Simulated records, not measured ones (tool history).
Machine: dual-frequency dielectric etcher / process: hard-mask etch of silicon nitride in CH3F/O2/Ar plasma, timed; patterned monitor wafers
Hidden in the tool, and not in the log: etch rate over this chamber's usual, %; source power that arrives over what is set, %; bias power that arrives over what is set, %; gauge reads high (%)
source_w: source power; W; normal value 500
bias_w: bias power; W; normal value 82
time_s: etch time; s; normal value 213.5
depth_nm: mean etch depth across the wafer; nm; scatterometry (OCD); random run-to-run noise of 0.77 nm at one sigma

run,hour,source_w,bias_w,time_s,wafers since the last listed run,hours since the last wet clean,hours since the last source power generator calibration,hours since the last bias power generator calibration,hours since the last upper electrode change,hours since the gauge calibration,"read-back reference wafer on the same gauge, depth_nm",depth_nm
1,0,500,82,213.5,0,301.6,2834.6,2817.7,3291.9,353.6,177.9,165.8
2,31.2,500,82,213.5,224,332.8,2865.8,2848.9,3323.1,384.8,177.8,166.6
3,90.3,500,82,213.5,425,391.9,2924.9,2908,3382.2,443.9,178.1,166.9
# hour 178: wet clean of the chamber
4,261.2,500,71,163,1057,83.2,3095.8,3078.9,3553.1,614.8,178.1,118.4
5,294.1,500,71,163,236,116.1,3128.7,3111.8,3586,647.7,178.2,118.2
# hour 307.6: bias power generator calibrated
# hour 340.8: source power generator calibrated
6,460.3,500,71,163,1138,282.3,119.5,152.7,3752.2,813.9,178,120
# hour 498.8: upper electrode replaced
7,499.3,580,88,213.5,107,321.3,158.5,191.7,0.5,852.9,178,182.3
8,537.3,580,88,213.5,273,359.3,196.5,229.7,38.5,890.9,178,181.9
9,578.7,580,88,213.5,297,400.7,237.9,271.1,79.9,932.3,178,182.5
10,611.5,500,74,177,236,433.5,270.7,303.9,112.7,965.1,178.1,133.8
11,665.7,500,71,163,389,487.7,324.9,358.1,166.9,1019.3,178,121.3
# hour 709.9: wet clean of the chamber
12,710.4,410,75,213.5,148,0.5,369.6,402.8,211.6,1064,178.2,145.5
13,743.1,580,88,213.5,235,33.2,402.3,435.5,244.3,1096.7,178,177.5
# hour 759.6: gauge calibrated
14,796.3,570,82,179,382,86.4,455.5,488.7,297.5,36.7,177.7,146.4
15,821,500,101,179.5,177,111.1,480.2,513.4,322.2,61.4,177.9,150.2
16,873.7,420,93,164,379,163.8,532.9,566.1,374.9,114.1,178.1,123.9
17,937.4,470,82,270,458,227.5,596.6,629.8,438.6,177.8,177.8,204.4
18,1003.1,500,82,213.5,472,293.2,662.3,695.5,504.3,243.5,178.1,167

Results for each run, recomputed without the tool's hidden state and with each run's random variation untouched:
run,depth_nm
1,162.1
2,162.6
3,162.2
4,117.7
5,117.3
6,117.6
7,178.1
8,177.3
9,177.3
10,129.7
11,117.2
12,145.2
13,176.6
14,145.1
15,148.7
16,122.2
17,200.6
18,163.1

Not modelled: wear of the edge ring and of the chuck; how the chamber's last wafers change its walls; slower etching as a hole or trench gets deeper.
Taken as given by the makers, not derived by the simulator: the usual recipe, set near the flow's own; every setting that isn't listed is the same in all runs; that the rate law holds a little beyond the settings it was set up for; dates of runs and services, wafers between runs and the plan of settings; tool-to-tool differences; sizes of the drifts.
